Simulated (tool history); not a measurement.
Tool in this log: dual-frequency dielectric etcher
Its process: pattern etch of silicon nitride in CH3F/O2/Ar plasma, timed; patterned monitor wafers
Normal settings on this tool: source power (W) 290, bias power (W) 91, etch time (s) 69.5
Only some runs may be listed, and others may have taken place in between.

run,day,source power (W),bias power (W),etch time (s),wafers since the last listed run,hours since the last wet clean,hours since the last source power generator calibration,hours since the last bias power generator calibration,hours since the last upper electrode change,hours since the gauge calibration,"read-back reference wafer on the same gauge, depth_nm",mean etch depth across the wafer (angstrom)
1,0.000,250,77,69.5,0,421.5,3693.7,5012.5,1937.9,304.6,51.71,365.7
2,0.738,250,77,69.5,231,439.2,3711.4,5030.2,1955.6,322.3,51.67,364.8
3,1.267,250,77,69.5,166,451.9,3724.1,5042.9,1968.3,335.0,51.75,364.5
4,2.646,290,97,85.0,432,485.0,3757.2,5076.0,2001.4,368.1,51.67,537.4
5,3.321,290,91,69.5,211,501.2,3773.4,5092.2,2017.6,384.3,51.68,425.4
6,3.979,290,91,69.5,206,517.0,3789.2,5108.0,2033.4,400.1,51.69,423.7
# day 4.829: gauge calibrated
# day 5.721: bias power generator calibrated
# day 6.925: wet clean of the chamber
7,7.617,290,91,69.5,775,16.6,3876.5,45.5,2120.7,66.9,51.73,447.5
8,8.971,290,70,79.0,424,49.1,3909.0,78.0,2153.2,99.4,51.75,444.1
9,10.383,290,91,69.5,443,83.0,3942.9,111.9,2187.1,133.3,51.67,443.7
# day 10.946: source power generator calibrated
# day 11.496: upper electrode replaced
10,11.583,310,105,69.5,152,111.8,15.3,140.7,2.1,162.1,51.71,491.8
11,12.154,250,91,51.5,179,125.5,29.0,154.4,15.8,175.8,51.70,305.3
12,12.871,290,81,69.5,224,142.7,46.2,171.6,33.0,193.0,51.71,419.2
13,13.929,350,80,80.5,332,168.1,71.6,197.0,58.4,218.4,51.69,527.5
14,15.050,290,91,76.0,351,195.0,98.5,223.9,85.3,245.3,51.70,478.5

Here are 5 independent what-if runs from the current tool condition. What would each one return?
A,15.067,290,91,69.5,5,195.4,98.9,224.3,85.7,245.7,?,?
B,15.067,290,68,69.5,5,195.4,98.9,224.3,85.7,245.7,?,?
C,15.067,290,91,62.5,5,195.4,98.9,224.3,85.7,245.7,?,?
D,15.067,290,91,79.0,5,195.4,98.9,224.3,85.7,245.7,?,?
E,15.067,260,91,86.0,5,195.4,98.9,224.3,85.7,245.7,?,?

run,"read-back reference wafer on the same gauge, depth_nm",mean etch depth across the wafer (angstrom)
A,51.70,441.4
B,51.70,382.1
C,51.70,397.0
D,51.70,501.8
E,51.70,515.8
Stripped of hidden state, with their random variation kept, the same runs would have yielded:
run,mean etch depth across the wafer (angstrom)
A,447.1
B,387.1
C,402.1
D,508.2
E,522.5

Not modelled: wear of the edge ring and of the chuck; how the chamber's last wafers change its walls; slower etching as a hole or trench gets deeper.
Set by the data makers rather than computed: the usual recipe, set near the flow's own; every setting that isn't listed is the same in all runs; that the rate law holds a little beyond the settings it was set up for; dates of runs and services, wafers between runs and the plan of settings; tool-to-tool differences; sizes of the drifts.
